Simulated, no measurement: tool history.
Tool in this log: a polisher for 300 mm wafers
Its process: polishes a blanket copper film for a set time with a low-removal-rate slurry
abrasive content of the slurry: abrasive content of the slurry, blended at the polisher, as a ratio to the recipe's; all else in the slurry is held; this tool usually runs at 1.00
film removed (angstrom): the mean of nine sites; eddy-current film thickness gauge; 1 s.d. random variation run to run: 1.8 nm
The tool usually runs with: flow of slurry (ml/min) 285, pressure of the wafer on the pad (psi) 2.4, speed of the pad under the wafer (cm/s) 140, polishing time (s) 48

run,hour,flow of slurry (ml/min),pressure of the wafer on the pad (psi),speed of the pad under the wafer (cm/s),abrasive content of the slurry,polishing time (s),wafers since the last listed run,wafers polished on this pad,hours since the slurry nozzle was cleaned,hours since the head pressure was calibrated,hours since the slurry blender was calibrated,"incoming thickness of the incoming film, nm",film removed (angstrom)
1,0.0,285,2.4,140,1.00,48,0,182,538.6,1176.4,216.9,1555.7,1489
2,7.3,285,2.4,140,1.00,48,87,269,545.9,1183.7,224.2,1558.0,1516
3,20.8,285,2.4,140,1.00,59,162,432,559.4,1197.2,237.7,1550.0,1852
4,32.4,285,2.4,140,1.00,59,139,571,571.0,1208.8,249.3,1550.1,1824
5,39.0,250,2.4,140,0.90,48,79,651,577.6,1215.4,255.9,1535.2,1456
# hour 46.9: worn pad replaced by a new one
6,51.9,250,2.4,140,0.90,48,107,60,590.5,1228.3,268.8,1559.9,1421
7,62.7,285,2.8,140,1.00,55,129,190,601.3,1239.1,279.6,1550.3,2000
8,78.9,285,2.8,140,1.00,55,194,385,617.5,1255.3,295.8,1561.1,2027
9,94.9,285,2.4,140,1.00,48,192,577,633.5,1271.3,311.8,1554.4,1518
# hour 102.9: worn pad replaced by a new one
10,103.4,365,2.1,140,1.00,48,54,5,642.0,1279.8,320.3,1528.0,1350
11,115.1,345,2.4,154,0.90,53,140,146,653.7,1291.5,332.0,1565.2,1791
# hour 121.6: slurry blender recalibrated
# hour 133.6: head pressure recalibrated
12,134.1,285,2.4,140,1.15,31,180,327,672.7,0.5,12.5,1525.7,1016
13,142.8,285,2.4,140,1.00,48,104,431,681.4,9.2,21.2,1541.8,1559
# hour 148.8: slurry nozzle cleaned
14,155.4,285,2.9,140,0.85,48,139,571,6.6,21.8,33.8,1533.5,1744
# hour 170.0: worn pad replaced by a new one
15,170.5,285,2.7,140,1.00,48,133,6,21.7,36.9,48.9,1561.1,1731
16,182.5,285,2.4,140,1.00,48,144,150,33.7,48.9,60.9,1549.7,1524

The next listed run, before its measurement:
17,191.5,285,2.4,176,1.00,48,108,258,42.7,57.9,69.9,1570.2,?

{"run 17": {"film removed (angstrom)": 1775}}
Take away the tool's hidden state, keep the run-to-run variation as it was, and the same run would have given film removed (angstrom) 1775.
